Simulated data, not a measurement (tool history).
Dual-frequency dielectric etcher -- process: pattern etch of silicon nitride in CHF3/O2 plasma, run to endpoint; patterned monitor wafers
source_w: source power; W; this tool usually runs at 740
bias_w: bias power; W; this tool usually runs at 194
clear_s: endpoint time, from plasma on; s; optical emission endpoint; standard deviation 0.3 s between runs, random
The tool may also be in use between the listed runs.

run   hour  source_w  bias_w  wafers since the last listed run  hours since the last wet clean  hours since the last source power generator calibration  hours since the last bias power generator calibration  hours since the last upper electrode change  incoming incoming film thickness, nm  clear_s
  1      0       740     194                                 0                           470.5                                                    496.8                                                 3153.5                                       4473.2                                  74.3     49.5
  2   39.1       740     194                               388                           509.6                                                    535.9                                                 3192.6                                       4512.3                                  75.3       50
      78.6  -- wet clean of the chamber
  3   99.1       740     194                               357                            20.5                                                    595.9                                                 3252.6                                       4572.3                                  74.9     47.7
  4  129.7       740     167                               303                            51.1                                                    626.5                                                 3283.2                                       4602.9                                  74.3     50.7
  5  182.3       740     167                               522                           103.7                                                    679.1                                                 3335.8                                       4655.5                                  74.6     51.4
  6  220.7       740     167                               381                           142.1                                                    717.5                                                 3374.2                                       4693.9                                  75.2     51.5
  7  250.1       740     166                               291                           171.5                                                    746.9                                                 3403.6                                       4723.3                                    75     52.1
  8  319.5       740     166                               688                           240.9                                                    816.3                                                   3473                                       4792.7                                  75.8     52.7
  9  367.3       740     166                               474                           288.7                                                    864.1                                                 3520.8                                       4840.5                                  75.1     52.8
 10  409.1       870     194                               414                           330.5                                                    905.9                                                 3562.6                                       4882.3                                  75.8     47.7
 11    453       870     194                               435                           374.4                                                    949.8                                                 3606.5                                       4926.2                                  74.7     46.7
 12  487.2       860     162                               339                           408.6                                                      984                                                 3640.7                                       4960.4                                  74.5     50.5
 13  543.2       740     234                               555                           464.6                                                     1040                                                 3696.7                                       5016.4                                  74.7     46.5
 14  573.9       650     168                               304                           495.3                                                   1070.7                                                 3727.4                                       5047.1                                  74.4     54.7
     623.1  -- wet clean of the chamber
 15  623.6       740     194                               255                             0.5                                                   1120.4                                                 3777.1                                       5096.8                                  74.5     47.6
 16  640.9       850     236                               171                            17.8                                                   1137.7                                                 3794.4                                       5114.1                                  74.5       42
 17  707.9       740     194                               665                            84.8                                                   1204.7                                                 3861.4                                       5181.1                                  74.7     47.8
 18    735       600     206                               268                           111.9                                                   1231.8                                                 3888.5                                       5208.2                                  74.4     49.6
     785.8  -- bias power generator calibrated
 19  806.4       740     194                               669                           183.3                                                   1303.2                                                   20.6                                       5279.6                                  75.3     48.9

The next listed run, before its measurement:
 20  864.5       740     194                               576                           241.4                                                   1361.3                                                   78.7                                       5337.7                                  74.3        ?

{"run 20": {"clear_s": 47.7}}
Were there no unlogged condition in the tool, this run, its random variation unchanged, would have produced clear_s 46.6 s.
